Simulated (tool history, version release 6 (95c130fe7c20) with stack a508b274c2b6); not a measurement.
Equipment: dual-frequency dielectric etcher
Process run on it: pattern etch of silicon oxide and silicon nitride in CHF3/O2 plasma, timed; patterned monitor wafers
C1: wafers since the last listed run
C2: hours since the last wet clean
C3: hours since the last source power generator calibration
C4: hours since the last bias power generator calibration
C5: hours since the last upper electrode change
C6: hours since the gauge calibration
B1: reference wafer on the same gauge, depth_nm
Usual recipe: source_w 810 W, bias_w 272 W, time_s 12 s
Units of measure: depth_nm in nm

run 1 hour=0 | source_w=810 bias_w=272 time_s=12 | C1=0 C2=39.2 C3=1334.6 C4=1496.6 C5=5285.3 C6=300.9 | B1=26.29 | depth_nm=24.84
run 2 hour=21.2 | source_w=810 bias_w=272 time_s=12 | C1=374 C2=60.4 C3=1355.8 C4=1517.8 C5=5306.5 C6=322.1 | B1=26.29 | depth_nm=24.89
run 3 hour=89.9 | source_w=810 bias_w=272 time_s=12 | C1=1213 C2=129.1 C3=1424.5 C4=1586.5 C5=5375.2 C6=390.8 | B1=26.3 | depth_nm=24.97
-- hour=126.9 upper electrode replaced
run 4 hour=127.4 | source_w=810 bias_w=272 time_s=12 | C1=238 C2=166.6 C3=1462 C4=1624 C5=0.5 C6=428.3 | B1=26.29 | depth_nm=24.86
run 5 hour=151.7 | source_w=810 bias_w=272 time_s=9.5 | C1=429 C2=190.9 C3=1486.3 C4=1648.3 C5=24.8 C6=452.6 | B1=26.29 | depth_nm=19.71
run 6 hour=181.7 | source_w=810 bias_w=321 time_s=12 | C1=530 C2=220.9 C3=1516.3 C4=1678.3 C5=54.8 C6=482.6 | B1=26.3 | depth_nm=27.17
run 7 hour=232.5 | source_w=810 bias_w=321 time_s=12 | C1=897 C2=271.7 C3=1567.1 C4=1729.1 C5=105.6 C6=533.4 | B1=26.3 | depth_nm=27.23
-- hour=241.3 source power generator calibrated
run 8 hour=264.3 | source_w=810 bias_w=321 time_s=12 | C1=491 C2=303.5 C3=23 C4=1760.9 C5=137.4 C6=565.2 | B1=26.31 | depth_nm=26.67
-- hour=272.1 bias power generator calibrated
run 9 hour=279.6 | source_w=940 bias_w=309 time_s=10 | C1=199 C2=318.8 C3=38.3 C4=7.5 C5=152.7 C6=580.5 | B1=26.29 | depth_nm=23.22
run 10 hour=305 | source_w=870 bias_w=291 time_s=9.5 | C1=448 C2=344.2 C3=63.7 C4=32.9 C5=178.1 C6=605.9 | B1=26.29 | depth_nm=20.67
run 11 hour=332 | source_w=870 bias_w=313 time_s=9 | C1=477 C2=371.2 C3=90.7 C4=59.9 C5=205.1 C6=632.9 | B1=26.31 | depth_nm=20.38
run 12 hour=354.3 | source_w=620 bias_w=242 time_s=13 | C1=393 C2=393.5 C3=113 C4=82.2 C5=227.4 C6=655.2 | B1=26.3 | depth_nm=22.12
run 13 hour=390 | source_w=630 bias_w=225 time_s=10.5 | C1=630 C2=429.2 C3=148.7 C4=117.9 C5=263.1 C6=690.9 | B1=26.3 | depth_nm=17.25
-- hour=422.8 wet clean of the chamber
run 14 hour=423.3 | source_w=910 bias_w=272 time_s=12 | C1=164 C2=0.5 C3=182 C4=151.2 C5=296.4 C6=724.2 | B1=26.29 | depth_nm=25.74
run 15 hour=445.6 | source_w=810 bias_w=252 time_s=11 | C1=393 C2=22.8 C3=204.3 C4=173.5 C5=318.7 C6=746.5 | B1=26.29 | depth_nm=21.61
run 16 hour=470.3 | source_w=660 bias_w=326 time_s=12 | C1=436 C2=47.5 C3=229 C4=198.2 C5=343.4 C6=771.2 | B1=26.29 | depth_nm=24.79
-- hour=489.1 gauge calibrated
run 17 hour=503.9 | source_w=810 bias_w=211 time_s=9 | C1=593 C2=81.1 C3=262.6 C4=231.8 C5=377 C6=14.8 | B1=26.31 | depth_nm=15.88
run 18 hour=538.7 | source_w=960 bias_w=309 time_s=14.5 | C1=614 C2=115.9 C3=297.4 C4=266.6 C5=411.8 C6=49.6 | B1=26.32 | depth_nm=34.18
run 19 hour=563 | source_w=870 bias_w=291 time_s=9.5 | C1=429 C2=140.2 C3=321.7 C4=290.9 C5=436.1 C6=73.9 | B1=26.29 | depth_nm=20.78
run 20 hour=576.8 | source_w=810 bias_w=272 time_s=13.5 | C1=243 C2=154 C3=335.5 C4=304.7 C5=449.9 C6=87.7 | B1=26.29 | depth_nm=27.77
run 21 hour=607.3 | source_w=810 bias_w=272 time_s=12 | C1=538 C2=184.5 C3=366 C4=335.2 C5=480.4 C6=118.2 | B1=26.3 | depth_nm=24.59
run 22 hour=625.7 | source_w=810 bias_w=272 time_s=15.5 | C1=325 C2=202.9 C3=384.4 C4=353.6 C5=498.8 C6=136.6 | B1=26.28 | depth_nm=31.74
run 23 hour=659.4 | source_w=810 bias_w=272 time_s=12 | C1=595 C2=236.6 C3=418.1 C4=387.3 C5=532.5 C6=170.3 | B1=26.3 | depth_nm=24.57
run 24 hour=694.7 | source_w=620 bias_w=312 time_s=9.5 | C1=623 C2=271.9 C3=453.4 C4=422.6 C5=567.8 C6=205.6 | B1=26.28 | depth_nm=18.75
run 25 hour=728 | source_w=990 bias_w=272 time_s=15.5 | C1=588 C2=305.2 C3=486.7 C4=455.9 C5=601.1 C6=238.9 | B1=26.29 | depth_nm=34.64
run 26 hour=761.1 | source_w=690 bias_w=230 time_s=10.5 | C1=584 C2=338.3 C3=519.8 C4=489 C5=634.2 C6=272 | B1=26.31 | depth_nm=18.31
run 27 hour=794.7 | source_w=810 bias_w=272 time_s=12 | C1=593 C2=371.9 C3=553.4 C4=522.6 C5=667.8 C6=305.6 | B1=26.29 | depth_nm=24.71
run 28 hour=829.5 | source_w=720 bias_w=331 time_s=15.5 | C1=614 C2=406.7 C3=588.2 C4=557.4 C5=702.6 C6=340.4 | B1=26.3 | depth_nm=33.78
-- hour=873.7 wet clean of the chamber
run 29 hour=874.2 | source_w=740 bias_w=334 time_s=14.5 | C1=365 C2=0.5 C3=632.9 C4=602.1 C5=747.3 C6=385.1 | B1=26.29 | depth_nm=32.05

5 options for the next run, each taken on its own from the tool as it stands now. Forecast them:
run A hour=874.6 | source_w=810 bias_w=272 time_s=12 | C1=7 C2=0.9 C3=633.3 C4=602.5 C5=747.7 C6=385.5 | B1=? | depth_nm=?
run B hour=874.6 | source_w=810 bias_w=302 time_s=14.5 | C1=7 C2=0.9 C3=633.3 C4=602.5 C5=747.7 C6=385.5 | B1=? | depth_nm=?
run C hour=874.6 | source_w=630 bias_w=272 time_s=12 | C1=7 C2=0.9 C3=633.3 C4=602.5 C5=747.7 C6=385.5 | B1=? | depth_nm=?
run D hour=874.6 | source_w=650 bias_w=223 time_s=13.5 | C1=7 C2=0.9 C3=633.3 C4=602.5 C5=747.7 C6=385.5 | B1=? | depth_nm=?
run E hour=874.6 | source_w=710 bias_w=218 time_s=12 | C1=7 C2=0.9 C3=633.3 C4=602.5 C5=747.7 C6=385.5 | B1=? | depth_nm=?

run=A B1=26.3 depth_nm=24.73
run=B B1=26.3 depth_nm=31.65
run=C B1=26.3 depth_nm=22.23
run=D B1=26.3 depth_nm=22.57
run=E B1=26.3 depth_nm=20.56
With no hidden state in the tool, these same runs would have given:
run=A depth_nm=24.4
run=B depth_nm=31.23
run=C depth_nm=21.93
run=D depth_nm=22.26
run=E depth_nm=20.28
